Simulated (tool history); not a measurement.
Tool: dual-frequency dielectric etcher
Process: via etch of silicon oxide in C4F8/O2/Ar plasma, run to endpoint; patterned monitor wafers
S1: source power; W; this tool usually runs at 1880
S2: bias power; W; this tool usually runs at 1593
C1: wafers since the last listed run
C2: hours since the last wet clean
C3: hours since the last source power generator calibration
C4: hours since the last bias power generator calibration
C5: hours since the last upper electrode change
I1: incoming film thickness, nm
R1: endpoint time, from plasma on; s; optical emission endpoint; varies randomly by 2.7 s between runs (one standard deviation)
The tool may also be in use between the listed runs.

run 1 hour=0 | S1=1880 S2=1435 | C1=0 C2=455.3 C3=2034.8 C4=1528.8 C5=1776.4 | I1=1727 | R1=372.3
run 2 hour=6 | S1=1880 S2=1435 | C1=26 C2=461.3 C3=2040.8 C4=1534.8 C5=1782.4 | I1=1744.4 | R1=370.5
run 3 hour=20.8 | S1=1880 S2=1593 | C1=65 C2=476.1 C3=2055.6 C4=1549.6 C5=1797.2 | I1=1747.5 | R1=350.1
run 4 hour=36.9 | S1=1880 S2=1593 | C1=71 C2=492.2 C3=2071.7 C4=1565.7 C5=1813.3 | I1=1737.9 | R1=349.8
run 5 hour=53.7 | S1=1880 S2=1593 | C1=74 C2=509 C3=2088.5 C4=1582.5 C5=1830.1 | I1=1751 | R1=349.7
run 6 hour=60.9 | S1=1880 S2=1593 | C1=31 C2=516.2 C3=2095.7 C4=1589.7 C5=1837.3 | I1=1718.6 | R1=347.8
-- hour=96.9 wet clean of the chamber
run 7 hour=97.4 | S1=1880 S2=1593 | C1=55 C2=0.5 C3=2132.2 C4=1626.2 C5=1873.8 | I1=1749.9 | R1=366.8
run 8 hour=115.4 | S1=1880 S2=1593 | C1=79 C2=18.5 C3=2150.2 C4=1644.2 C5=1891.8 | I1=1746.8 | R1=370.2
run 9 hour=126.7 | S1=1880 S2=1593 | C1=50 C2=29.8 C3=2161.5 C4=1655.5 C5=1903.1 | I1=1741.6 | R1=365.4
run 10 hour=139.3 | S1=1880 S2=1593 | C1=55 C2=42.4 C3=2174.1 C4=1668.1 C5=1915.7 | I1=1733.7 | R1=366
run 11 hour=147.6 | S1=1880 S2=1593 | C1=36 C2=50.7 C3=2182.4 C4=1676.4 C5=1924 | I1=1746.7 | R1=366.7
run 12 hour=163.4 | S1=1880 S2=1593 | C1=70 C2=66.5 C3=2198.2 C4=1692.2 C5=1939.8 | I1=1726.7 | R1=360.4
run 13 hour=177.7 | S1=2050 S2=1703 | C1=63 C2=80.8 C3=2212.5 C4=1706.5 C5=1954.1 | I1=1741.4 | R1=337.2
run 14 hour=188.5 | S1=1880 S2=1593 | C1=47 C2=91.6 C3=2223.3 C4=1717.3 C5=1964.9 | I1=1741.7 | R1=368.8
-- hour=200.6 source power generator calibrated
run 15 hour=202.5 | S1=1880 S2=1593 | C1=44 C2=105.6 C3=1.9 C4=1731.3 C5=1978.9 | I1=1740.2 | R1=363.9
-- hour=229.6 upper electrode replaced
run 16 hour=230.1 | S1=2090 S2=1352 | C1=15 C2=133.2 C3=29.5 C4=1758.9 C5=0.5 | I1=1732.1 | R1=367.9
run 17 hour=230.5 | S1=1880 S2=1593 | C1=1 C2=133.6 C3=29.9 C4=1759.3 C5=0.9 | I1=1735.8 | R1=362.3
run 18 hour=241.2 | S1=2100 S2=1918 | C1=47 C2=144.3 C3=40.6 C4=1770 C5=11.6 | I1=1741.4 | R1=315.7
-- hour=248 bias power generator calibrated
run 19 hour=255.3 | S1=2340 S2=1398 | C1=44 C2=158.4 C3=54.7 C4=7.3 C5=25.7 | I1=1729.5 | R1=336.7
run 20 hour=276.7 | S1=1880 S2=1899 | C1=94 C2=179.8 C3=76.1 C4=28.7 C5=47.1 | I1=1745.8 | R1=336.4
run 21 hour=286.9 | S1=1880 S2=1278 | C1=45 C2=190 C3=86.3 C4=38.9 C5=57.3 | I1=1727.7 | R1=394.7
run 22 hour=300.7 | S1=1540 S2=1852 | C1=61 C2=203.8 C3=100.1 C4=52.7 C5=71.1 | I1=1742 | R1=378.9
run 23 hour=313.5 | S1=1530 S2=1452 | C1=56 C2=216.6 C3=112.9 C4=65.5 C5=83.9 | I1=1739.3 | R1=424.1
run 24 hour=328.9 | S1=1880 S2=1274 | C1=68 C2=232 C3=128.3 C4=80.9 C5=99.3 | I1=1755 | R1=400.8
run 25 hour=345.1 | S1=1880 S2=1593 | C1=71 C2=248.2 C3=144.5 C4=97.1 C5=115.5 | I1=1746.3 | R1=359.2
run 26 hour=359 | S1=2120 S2=1482 | C1=61 C2=262.1 C3=158.4 C4=111 C5=129.4 | I1=1727.8 | R1=338.2
run 27 hour=366.9 | S1=1880 S2=1593 | C1=35 C2=270 C3=166.3 C4=118.9 C5=137.3 | I1=1747.1 | R1=358.4
run 28 hour=374.9 | S1=1460 S2=1368 | C1=35 C2=278 C3=174.3 C4=126.9 C5=145.3 | I1=1721.6 | R1=441.6
run 29 hour=384 | S1=1880 S2=1979 | C1=40 C2=287.1 C3=183.4 C4=136 C5=154.4 | I1=1753.3 | R1=328.5
run 30 hour=391 | S1=1880 S2=1593 | C1=31 C2=294.1 C3=190.4 C4=143 C5=161.4 | I1=1737.9 | R1=356.9
run 31 hour=404.9 | S1=1440 S2=1931 | C1=61 C2=308 C3=204.3 C4=156.9 C5=175.3 | I1=1727.5 | R1=375.4
run 32 hour=419.7 | S1=2250 S2=1702 | C1=65 C2=322.8 C3=219.1 C4=171.7 C5=190.1 | I1=1724.2 | R1=310.7
run 33 hour=429.4 | S1=2140 S2=1261 | C1=42 C2=332.5 C3=228.8 C4=181.4 C5=199.8 | I1=1751.6 | R1=369.4
run 34 hour=445.5 | S1=1630 S2=1492 | C1=71 C2=348.6 C3=244.9 C4=197.5 C5=215.9 | I1=1746.1 | R1=398.8
run 35 hour=454.8 | S1=2050 S2=1363 | C1=41 C2=357.9 C3=254.2 C4=206.8 C5=225.2 | I1=1733.6 | R1=357
run 36 hour=461.3 | S1=2290 S2=1933 | C1=28 C2=364.4 C3=260.7 C4=213.3 C5=231.7 | I1=1738.3 | R1=293.8

Subtracting, for every run, the result it would have given without the tool's unlogged condition from the measured result gives the following. The same run-to-run variation enters both numbers; the gauge's scatter may not:
Hidden state at play: etch rate over this chamber's usual, %; source power that arrives over what is set, %; bias power that arrives over what is set, %.
run=1 R1=-17.8
run=2 R1=-17.9
run=3 R1=-17.5
run=4 R1=-18.1
run=5 R1=-18.8
run=6 R1=-18.9
run=7 R1=-0.9
run=8 R1=-1.7
run=9 R1=-2.1
run=10 R1=-2.6
run=11 R1=-2.9
run=12 R1=-3.6
run=13 R1=-3.8
run=14 R1=-4.6
run=15 R1=-5.1
run=16 R1=-6.2
run=17 R1=-6.2
run=18 R1=-5.8
run=19 R1=-6.7
run=20 R1=-7.5
run=21 R1=-9.2
run=22 R1=-9.4
run=23 R1=-11
run=24 R1=-11.1
run=25 R1=-10.6
run=26 R1=-10.5
run=27 R1=-11.5
run=28 R1=-14.5
run=29 R1=-11.1
run=30 R1=-12.4
run=31 R1=-13.6
run=32 R1=-11.7
run=33 R1=-14.3
run=34 R1=-16.1
run=35 R1=-14.8
run=36 R1=-12.4

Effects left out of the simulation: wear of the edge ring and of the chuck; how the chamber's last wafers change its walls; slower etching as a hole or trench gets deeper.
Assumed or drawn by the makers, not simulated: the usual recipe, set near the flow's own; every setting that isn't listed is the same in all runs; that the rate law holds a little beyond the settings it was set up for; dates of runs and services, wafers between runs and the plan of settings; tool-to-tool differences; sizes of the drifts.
